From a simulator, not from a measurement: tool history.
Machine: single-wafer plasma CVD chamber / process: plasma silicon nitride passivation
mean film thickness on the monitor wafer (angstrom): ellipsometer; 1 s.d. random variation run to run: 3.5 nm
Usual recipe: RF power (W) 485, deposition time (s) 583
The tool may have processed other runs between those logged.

run,day,RF power (W),deposition time (s),wafers since the last listed run,hours since the last RF generator calibration,hours since the showerhead was replaced,hours since the gauge calibration,"read-back reference wafer on the same gauge, thickness_nm",mean film thickness on the monitor wafer (angstrom)
1,0.000,485,583,0,563.4,2781.7,1358.7,705.507,7813.13
2,2.900,485,583,191,633.0,2851.3,1428.3,705.023,7860.66
3,4.917,485,583,133,681.4,2899.7,1476.7,704.489,7803.56
4,6.321,485,583,92,715.1,2933.4,1510.4,704.888,7869.85
5,7.838,410,583,100,751.5,2969.8,1546.8,704.675,7496.35
6,10.267,485,583,160,809.8,3028.1,1605.1,704.986,7801.70
7,12.942,435,583,176,874.0,3092.3,1669.3,705.188,7567.02
8,15.479,435,583,167,934.9,3153.2,1730.2,705.204,7584.67
9,17.671,435,583,144,987.5,3205.8,1782.8,705.139,7573.10
10,20.396,485,583,179,1052.9,3271.2,1848.2,704.879,7787.74
11,22.758,485,583,155,1109.6,3327.9,1904.9,704.597,7806.20
12,24.562,485,583,119,1152.9,3371.2,1948.2,704.922,7802.87
# day 29.933: showerhead replaced, of another model than before
13,29.975,485,583,335,1282.8,1.0,2078.1,705.242,7713.94
14,31.204,485,583,81,1312.3,30.5,2107.6,704.552,7782.04
15,34.196,485,583,197,1384.1,102.3,2179.4,704.791,7727.52
16,36.888,485,583,177,1448.7,166.9,2244.0,705.171,7679.51
17,38.296,485,583,92,1482.5,200.7,2277.8,704.555,7709.53
18,40.508,455,583,145,1535.6,253.8,2330.9,705.158,7502.59
19,41.967,460,583,96,1570.6,288.8,2365.9,705.144,7453.71
# day 43.783: RF generator calibrated
20,44.938,460,583,174,27.7,360.1,2437.2,705.293,7690.35
21,47.346,460,583,158,85.5,417.9,2495.0,705.379,7741.67
22,48.471,435,583,74,112.5,444.9,2522.0,705.095,7535.59
23,50.058,455,695,104,150.6,483.0,2560.1,705.300,9101.37
24,52.512,530,583,161,209.5,541.9,2619.0,704.864,8194.97
# day 53.479: gauge calibrated
25,55.275,485,583,182,275.8,608.2,43.1,704.952,7825.46
26,57.017,485,583,114,317.6,650.0,84.9,704.644,7829.70
27,59.221,485,583,145,370.5,702.9,137.8,704.704,7792.58
28,61.038,455,625,119,414.1,746.5,181.4,704.871,8128.59
29,63.825,415,583,183,481.0,813.4,248.3,704.996,7251.14
30,66.392,430,688,169,542.6,875.0,309.9,705.645,8650.34
31,69.379,485,621,197,614.3,946.7,381.6,704.328,8238.58
32,70.829,485,583,95,649.1,981.5,416.4,704.745,7702.99
33,71.946,405,484,73,675.9,1008.3,443.2,705.043,5880.77
34,73.575,485,583,107,715.0,1047.4,482.3,704.684,7721.95
35,76.500,450,524,192,785.2,1117.6,552.5,705.479,6690.46
36,78.683,450,622,144,837.6,1170.0,604.9,704.609,7926.26
37,81.262,485,583,170,899.5,1231.9,666.8,705.140,7676.62
38,83.692,455,498,160,957.8,1290.2,725.1,705.207,6351.21
39,85.858,540,511,142,1009.8,1342.2,777.1,704.723,7065.70
40,88.625,485,583,182,1076.2,1408.6,843.5,704.736,7638.55
41,91.088,485,667,162,1135.3,1467.7,902.6,704.990,8789.46
42,92.867,445,682,117,1178.0,1510.4,945.3,705.055,8615.97
43,94.650,485,583,117,1220.8,1553.2,988.1,705.134,7687.28
44,97.100,485,583,161,1279.6,1612.0,1046.9,704.088,7679.80

Entry by entry between the runs, the difference in hidden state between the last listed run before and the first listed run after:
Logged between run 12 and run 13: showerhead replaced, of another model than before (day 29.933)
  delivered RF power above the setpoint (%): -7.47 -> -7.72
  difference, measured minus the result without the unlogged condition, mean film thickness on the monitor wafer (angstrom): -181.23 -> -291.49
Logged between run 19 and run 20: RF generator calibrated (day 43.783)
  delivered RF power above the setpoint (%): -8.11 -> -1.8
  difference, measured minus the result without the unlogged condition, mean film thickness on the monitor wafer (angstrom): -297.30 -> -63.73
Logged between run 24 and run 25: gauge calibrated (day 53.479)
  delivered RF power above the setpoint (%): -3.85 -> -4.46
  difference, measured minus the result without the unlogged condition, mean film thickness on the monitor wafer (angstrom): -148.26 -> -165.03
